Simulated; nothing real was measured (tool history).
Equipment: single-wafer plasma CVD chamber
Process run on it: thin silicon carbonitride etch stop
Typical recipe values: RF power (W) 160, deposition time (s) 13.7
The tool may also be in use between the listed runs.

run,hour,RF power (W),deposition time (s),"read-back reference wafer on the same gauge, thickness_nm",mean film thickness on the monitor wafer (angstrom)
1,0,160,13.7,7.494,72.26
2,41.5,160,13.7,7.49,72.37
# hour 87.8: gauge calibrated
3,98.4,160,15.2,7.487,79.98
4,124.1,160,15.2,7.483,79.88
5,182.8,160,15.2,7.488,79.41
# hour 237.9: showerhead replaced
6,238.4,160,13.7,7.491,71.92
# hour 274.5: thermocouple changed; heater temperature recalibrated
7,290.7,160,12.9,7.492,67.38
8,353.1,145,16.2,7.493,82.84
# hour 394.2: RF generator calibrated
9,405.9,180,12.1,7.485,66.91
10,475.2,160,13.7,7.491,72.98
# hour 540: gauge calibrated
11,545.6,145,11.4,7.486,59.15
12,572.8,135,11,7.496,56.22
13,629.3,160,13.7,7.489,72.98
14,695.3,130,13.7,7.493,68.9

Here are 4 independent what-if runs from the current tool condition. What would each one return?
A,695.7,160,11.6,?,?
B,695.7,140,15.1,?,?
C,695.7,160,16.1,?,?
D,695.7,150,11.7,?,?

run,"read-back reference wafer on the same gauge, thickness_nm",mean film thickness on the monitor wafer (angstrom)
A,7.49,62.02
B,7.49,77.86
C,7.49,86.08
D,7.49,61.47
Without the tool's unlogged condition, the same runs would have read:
run,mean film thickness on the monitor wafer (angstrom)
A,62.15
B,78.02
C,86.25
D,61.59

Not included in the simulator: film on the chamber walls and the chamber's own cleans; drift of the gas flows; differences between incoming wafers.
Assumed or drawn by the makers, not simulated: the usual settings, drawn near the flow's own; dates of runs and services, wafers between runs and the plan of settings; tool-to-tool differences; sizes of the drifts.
